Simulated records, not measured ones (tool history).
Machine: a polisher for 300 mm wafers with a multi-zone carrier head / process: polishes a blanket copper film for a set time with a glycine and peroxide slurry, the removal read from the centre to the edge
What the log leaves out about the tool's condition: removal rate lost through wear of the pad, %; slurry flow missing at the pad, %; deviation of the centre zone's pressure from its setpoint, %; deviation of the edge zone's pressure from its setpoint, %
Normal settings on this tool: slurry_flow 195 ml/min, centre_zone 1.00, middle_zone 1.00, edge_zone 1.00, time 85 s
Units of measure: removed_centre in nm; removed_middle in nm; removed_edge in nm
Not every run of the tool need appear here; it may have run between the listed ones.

run   hour  slurry_flow  centre_zone  middle_zone  edge_zone  time  wafers since the last listed run  wafers polished on this pad  hours since the slurry nozzle was cleaned  hours since the centre zone pressure was calibrated  hours since the edge zone pressure was calibrated  hours since the carrier head's membrane was replaced  incoming thickness of the incoming film, nm  removed_centre  removed_middle  removed_edge
  1    0.0          195         1.02         1.00       1.00    85                                 0                          188                                      270.9                                                407.3                                              151.0                                                1468.5                                       1284.3           431.9           430.3         447.7
  2   16.2          195         1.02         1.00       1.00    85                                90                          279                                      287.1                                                423.5                                              167.2                                                1484.7                                       1276.1           422.6           430.2         444.3
  3   27.5          195         1.02         1.00       1.00    85                                63                          342                                      298.4                                                434.8                                              178.5                                                1496.0                                       1306.6           424.0           424.4         438.4
  4   44.9          195         1.00         1.00       1.00    85                                97                          440                                      315.8                                                452.2                                              195.9                                                1513.4                                       1274.2           411.0           426.1         432.0
  5   56.3          195         1.00         1.00       1.00    85                                63                          504                                      327.2                                                463.6                                              207.3                                                1524.8                                       1282.7           414.4           427.1         432.0
  6   70.1          195         1.00         1.00       1.00    85                                77                          581                                      341.0                                                477.4                                              221.1                                                1538.6                                       1274.5           413.2           419.0         434.6
      79.3  -- centre zone pressure recalibrated
      80.9  -- carrier head's membrane replaced by a new one
  7   84.6          195         1.00         1.00       1.00    85                                60                          642                                      355.5                                                  5.3                                              235.6                                                   3.7                                       1281.8           413.3           418.7         428.5
  8   96.3          195         1.00         1.00       1.00    85                                65                          707                                      367.2                                                 17.0                                              247.3                                                  15.4                                       1272.4           421.5           414.5         431.6
  9  111.5          195         1.00         1.00       1.00    85                                85                          793                                      382.4                                                 32.2                                              262.5                                                  30.6                                       1282.5           394.3           411.2         426.0
 10  122.8          195         1.00         1.00       1.00    85                                63                          856                                      393.7                                                 43.5                                              273.8                                                  41.9                                       1273.8           405.7           406.8         419.6
 11  129.7          195         1.00         1.00       1.00    85                                38                          895                                      400.6                                                 50.4                                              280.7                                                  48.8                                       1282.3           398.6           409.4         418.7
 12  142.3          195         1.03         1.00       1.00    98                                70                          965                                      413.2                                                 63.0                                              293.3                                                  61.4                                       1273.0           471.9           460.6         479.1
 13  149.5          195         1.00         1.00       1.00    85                                40                         1006                                      420.4                                                 70.2                                              300.5                                                  68.6                                       1264.8           402.0           402.2         407.7
 14  159.5          195         1.00         1.00       1.00    73                                56                         1062                                      430.4                                                 80.2                                              310.5                                                  78.6                                       1274.9           344.5           336.5         351.3
     170.0  -- worn pad replaced by a new one
 15  170.5          230         1.06         1.10       1.04    85                                39                            2                                      441.4                                                 91.2                                              321.5                                                  89.6                                       1300.9           398.5           408.8         380.2
     182.6  -- edge zone pressure recalibrated
 16  184.5          195         0.91         0.96       1.00    85                                67                           70                                      455.4                                                105.2                                                1.9                                                 103.6                                       1288.3           326.5           358.8         376.0
     190.3  -- slurry nozzle cleaned
 17  192.1          125         1.00         0.91       1.06   101                                36                          107                                        1.8                                                112.8                                                9.5                                                 111.2                                       1291.5           409.0           383.2         449.7
 18  204.6          195         1.00         1.00       1.00    85                                70                          177                                       14.3                                                125.3                                               22.0                                                 123.7                                       1275.2           366.1           367.0         380.8
     212.4  -- worn pad replaced by a new one, repeated, since the last time left the tool worse
 19  212.9          195         1.00         1.00       1.00    85                                24                            2                                       22.6                                                133.6                                               30.3                                                 132.0                                       1287.6           431.5           428.6         448.2
 20  224.6          145         1.10         1.09       0.94    85                                65                           68                                       34.3                                                145.3                                               42.0                                                 143.7                                       1265.1           443.1           461.6         424.8
 21  238.2          195         1.00         1.00       1.00    85                                76                          144                                       47.9                                                158.9                                               55.6                                                 157.3                                       1260.2           425.8           426.2         452.1
 22  246.2          195         0.93         0.88       0.88    85                                44                          189                                       55.9                                                166.9                                               63.6                                                 165.3                                       1268.2           390.3           385.4         414.3

Results per run with the tool's hidden condition removed, run-to-run variation unchanged:
run  removed_centre  removed_middle  removed_edge
  1           435.5           433.9         451.5
  2           427.5           435.1         449.4
  3           430.0           430.4         444.6
  4           419.1           434.5         440.4
  5           424.3           437.3         442.3
  6           425.6           431.6         447.7
  7           428.8           434.4         444.6
  8           440.2           432.9         450.7
  9           415.7           433.5         449.1
 10           431.1           432.3         445.8
 11           425.6           437.3         447.2
 12           509.0           496.8         516.8
 13           436.3           436.4         442.4
 14           377.1           368.4         384.7
 15           470.0           482.1         448.4
 16           385.2           423.4         443.7
 17           483.0           452.5         531.0
 18           433.2           434.2         450.5
 19           432.9           429.9         449.6
 20           444.7           463.2         426.3
 21           427.8           428.1         454.1
 22           392.5           387.6         416.7
